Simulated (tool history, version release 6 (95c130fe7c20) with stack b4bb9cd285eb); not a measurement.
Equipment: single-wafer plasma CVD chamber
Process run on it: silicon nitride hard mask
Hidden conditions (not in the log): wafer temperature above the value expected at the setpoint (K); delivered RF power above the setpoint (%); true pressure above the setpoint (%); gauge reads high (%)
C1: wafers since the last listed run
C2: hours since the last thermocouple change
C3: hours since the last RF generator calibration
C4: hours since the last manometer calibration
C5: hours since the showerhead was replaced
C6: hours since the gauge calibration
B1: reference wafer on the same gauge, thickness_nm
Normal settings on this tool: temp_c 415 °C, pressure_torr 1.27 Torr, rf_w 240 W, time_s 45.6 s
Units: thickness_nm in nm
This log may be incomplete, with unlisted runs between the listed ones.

run 1 hour=0.0 | temp_c=415 pressure_torr=1.27 rf_w=240 time_s=45.6 | C1=0 C2=1145.9 C3=1063.5 C4=68.5 C5=2200.0 C6=1122.5 | B1=41.796 | thickness_nm=43.737
run 2 hour=25.9 | temp_c=415 pressure_torr=1.27 rf_w=240 time_s=45.6 | C1=325 C2=1171.8 C3=1089.4 C4=94.4 C5=2225.9 C6=1148.4 | B1=41.782 | thickness_nm=44.095
run 3 hour=60.7 | temp_c=420 pressure_torr=1.27 rf_w=240 time_s=45.6 | C1=438 C2=1206.6 C3=1124.2 C4=129.2 C5=2260.7 C6=1183.2 | B1=41.798 | thickness_nm=43.812
run 4 hour=85.0 | temp_c=420 pressure_torr=1.27 rf_w=240 time_s=45.6 | C1=305 C2=1230.9 C3=1148.5 C4=153.5 C5=2285.0 C6=1207.5 | B1=41.775 | thickness_nm=43.790
run 5 hour=112.2 | temp_c=415 pressure_torr=1.27 rf_w=240 time_s=45.6 | C1=342 C2=1258.1 C3=1175.7 C4=180.7 C5=2312.2 C6=1234.7 | B1=41.818 | thickness_nm=43.863
run 6 hour=162.2 | temp_c=415 pressure_torr=1.27 rf_w=240 time_s=45.6 | C1=629 C2=1308.1 C3=1225.7 C4=230.7 C5=2362.2 C6=1284.7 | B1=41.757 | thickness_nm=43.673
run 7 hour=228.3 | temp_c=415 pressure_torr=1.27 rf_w=240 time_s=45.6 | C1=831 C2=1374.2 C3=1291.8 C4=296.8 C5=2428.3 C6=1350.8 | B1=41.812 | thickness_nm=43.965
run 8 hour=290.7 | temp_c=415 pressure_torr=1.27 rf_w=240 time_s=45.6 | C1=785 C2=1436.6 C3=1354.2 C4=359.2 C5=2490.7 C6=1413.2 | B1=41.773 | thickness_nm=43.698
run 9 hour=345.4 | temp_c=415 pressure_torr=1.27 rf_w=240 time_s=45.6 | C1=688 C2=1491.3 C3=1408.9 C4=413.9 C5=2545.4 C6=1467.9 | B1=41.794 | thickness_nm=43.562
run 10 hour=391.4 | temp_c=415 pressure_torr=1.27 rf_w=240 time_s=45.6 | C1=578 C2=1537.3 C3=1454.9 C4=459.9 C5=2591.4 C6=1513.9 | B1=41.783 | thickness_nm=43.533
-- hour=444.3 gauge calibrated
run 11 hour=519.6 | temp_c=415 pressure_torr=1.27 rf_w=240 time_s=45.6 | C1=1613 C2=1665.5 C3=1583.1 C4=588.1 C5=2719.6 C6=75.3 | B1=41.784 | thickness_nm=43.534
run 12 hour=574.6 | temp_c=415 pressure_torr=1.27 rf_w=240 time_s=45.6 | C1=692 C2=1720.5 C3=1638.1 C4=643.1 C5=2774.6 C6=130.3 | B1=41.779 | thickness_nm=43.321
-- hour=632.8 RF generator calibrated
run 13 hour=646.3 | temp_c=415 pressure_torr=1.27 rf_w=240 time_s=45.6 | C1=801 C2=1792.2 C3=13.5 C4=714.8 C5=2846.3 C6=202.0 | B1=41.804 | thickness_nm=44.441
run 14 hour=693.5 | temp_c=426 pressure_torr=1.27 rf_w=265 time_s=45.6 | C1=594 C2=1839.4 C3=60.7 C4=762.0 C5=2893.5 C6=249.2 | B1=41.778 | thickness_nm=47.861
-- hour=857.7 showerhead replaced
run 15 hour=876.4 | temp_c=405 pressure_torr=1.09 rf_w=240 time_s=45.6 | C1=2201 C2=2022.3 C3=243.6 C4=944.9 C5=18.7 C6=432.1 | B1=41.803 | thickness_nm=43.379
run 16 hour=910.6 | temp_c=415 pressure_torr=1.27 rf_w=240 time_s=45.6 | C1=430 C2=2056.5 C3=277.8 C4=979.1 C5=52.9 C6=466.3 | B1=41.827 | thickness_nm=44.704
run 17 hour=948.7 | temp_c=415 pressure_torr=1.48 rf_w=275 time_s=45.6 | C1=479 C2=2094.6 C3=315.9 C4=1017.2 C5=91.0 C6=504.4 | B1=41.758 | thickness_nm=51.861
-- hour=997.4 capacitance manometer re-zeroed and calibrated
-- hour=999.9 thermocouple changed; heater temperature recalibrated
run 18 hour=1004.9 | temp_c=415 pressure_torr=1.27 rf_w=240 time_s=45.6 | C1=575 C2=5.0 C3=372.1 C4=7.5 C5=147.2 C6=560.6 | B1=41.810 | thickness_nm=44.374
run 19 hour=1033.9 | temp_c=415 pressure_torr=1.41 rf_w=280 time_s=45.6 | C1=365 C2=34.0 C3=401.1 C4=36.5 C5=176.2 C6=589.6 | B1=41.827 | thickness_nm=51.394
run 20 hour=1082.0 | temp_c=415 pressure_torr=1.27 rf_w=200 time_s=45.6 | C1=605 C2=82.1 C3=449.2 C4=84.6 C5=224.3 C6=637.7 | B1=41.802 | thickness_nm=37.744
run 21 hour=1109.4 | temp_c=415 pressure_torr=1.27 rf_w=195 time_s=45.6 | C1=344 C2=109.5 C3=476.6 C4=112.0 C5=251.7 C6=665.1 | B1=41.795 | thickness_nm=37.170
run 22 hour=1146.9 | temp_c=415 pressure_torr=1.27 rf_w=240 time_s=45.6 | C1=472 C2=147.0 C3=514.1 C4=149.5 C5=289.2 C6=702.6 | B1=41.800 | thickness_nm=44.163
run 23 hour=1178.5 | temp_c=415 pressure_torr=1.27 rf_w=240 time_s=45.6 | C1=397 C2=178.6 C3=545.7 C4=181.1 C5=320.8 C6=734.2 | B1=41.776 | thickness_nm=44.565
run 24 hour=1205.9 | temp_c=415 pressure_torr=1.48 rf_w=275 time_s=45.6 | C1=344 C2=206.0 C3=573.1 C4=208.5 C5=348.2 C6=761.6 | B1=41.826 | thickness_nm=50.828
run 25 hour=1231.9 | temp_c=401 pressure_torr=1.03 rf_w=240 time_s=49.6 | C1=327 C2=232.0 C3=599.1 C4=234.5 C5=374.2 C6=787.6 | B1=41.783 | thickness_nm=46.220
run 26 hour=1309.3 | temp_c=425 pressure_torr=1.53 rf_w=255 time_s=48.9 | C1=974 C2=309.4 C3=676.5 C4=311.9 C5=451.6 C6=865.0 | B1=41.830 | thickness_nm=51.756

What does the tool deliver on the next run?
run 27 hour=1349.5 | temp_c=410 pressure_torr=1.27 rf_w=215 time_s=45.6 | C1=505 C2=349.6 C3=716.7 C4=352.1 C5=491.8 C6=905.2 | B1=? | thickness_nm=?

For run 27 the tool returned B1 41.848, thickness_nm 40.420 nm.
With no hidden state in the tool, this same run would have given thickness_nm 40.797 nm.
